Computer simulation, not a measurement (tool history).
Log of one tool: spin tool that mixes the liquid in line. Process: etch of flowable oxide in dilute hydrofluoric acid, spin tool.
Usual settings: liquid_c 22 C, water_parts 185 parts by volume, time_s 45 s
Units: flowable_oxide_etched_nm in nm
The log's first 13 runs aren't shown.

| run | hour | liquid_c | water_parts | time_s | read-back film thickness of the flowable oxide reference wafer, read on the same gauge (nm) | flowable_oxide_etched_nm |
|---|---|---|---|---|---|---|
| 14 | 636.4 | 25.5 | 140 | 45 | 60.01 | 13.07 |
| 15 | 663.6 | 22 | 185 | 60 | 59.99 | 10.83 |
| 16 | 709.7 | 22 | 185 | 45 | 59.99 | 8.2 |
|  | 741.8 | gauge calibrated |
| 17 | 765.8 | 22 | 110 | 55 | 60.01 | 18.52 |
|  | 804.4 | hydrofluoric acid flow meter replaced |
| 18 | 810.7 | 27 | 185 | 55 | 60 | 12.08 |
| 19 | 859.8 | 22 | 185 | 25 | 59.99 | 4.57 |
|  | 880.4 | thermometer replaced |
| 20 | 944.3 | 22 | 185 | 45 | 60 | 7.7 |
| 21 | 974.9 | 22 | 185 | 45 | 60.01 | 7.67 |
| 22 | 1009.5 | 22 | 150 | 45 | 60.02 | 9.97 |
| 23 | 1067.1 | 17 | 265 | 20 | 60 | 1.83 |
| 24 | 1125.7 | 22 | 115 | 65 | 60.02 | 19.46 |
| 25 | 1168.9 | 19 | 185 | 45 | 59.99 | 6.86 |
| 26 | 1233.4 | 25.5 | 185 | 35 | 59.99 | 6.85 |
| 27 | 1282.6 | 22 | 185 | 45 | 60.01 | 7.75 |
|  | 1312.4 | hydrofluoric acid flow meter replaced |
| 28 | 1325.1 | 19 | 245 | 20 | 59.99 | 2.22 |
| 29 | 1378.2 | 22 | 185 | 45 | 59.97 | 7.87 |
| 30 | 1403.6 | 18.5 | 120 | 45 | 59.97 | 11.23 |
| 31 | 1436.2 | 22 | 185 | 45 | 59.99 | 7.83 |
| 32 | 1474.6 | 22 | 185 | 45 | 59.98 | 7.81 |
| 33 | 1546 | 22 | 185 | 45 | 59.99 | 7.84 |
| 34 | 1577.2 | 22 | 185 | 45 | 60.01 | 7.81 |

Forecast each of these 3 alternatives for the next run:
| A | 1577.6 | 22 | 185 | 20 | ? | ? |
| B | 1577.6 | 19.5 | 185 | 30 | ? | ? |
| C | 1577.6 | 19 | 145 | 50 | ? | ? |

| run | read-back film thickness of the flowable oxide reference wafer, read on the same gauge (nm) | flowable_oxide_etched_nm |
|---|---|---|
| A | 59.97 | 3.49 |
| B | 59.97 | 4.76 |
| C | 59.97 | 10.34 |
Without the tool's hidden state the same runs would have given:
| run | flowable_oxide_etched_nm |
|---|---|
| A | 3.38 |
| B | 4.61 |
| C | 9.99 |

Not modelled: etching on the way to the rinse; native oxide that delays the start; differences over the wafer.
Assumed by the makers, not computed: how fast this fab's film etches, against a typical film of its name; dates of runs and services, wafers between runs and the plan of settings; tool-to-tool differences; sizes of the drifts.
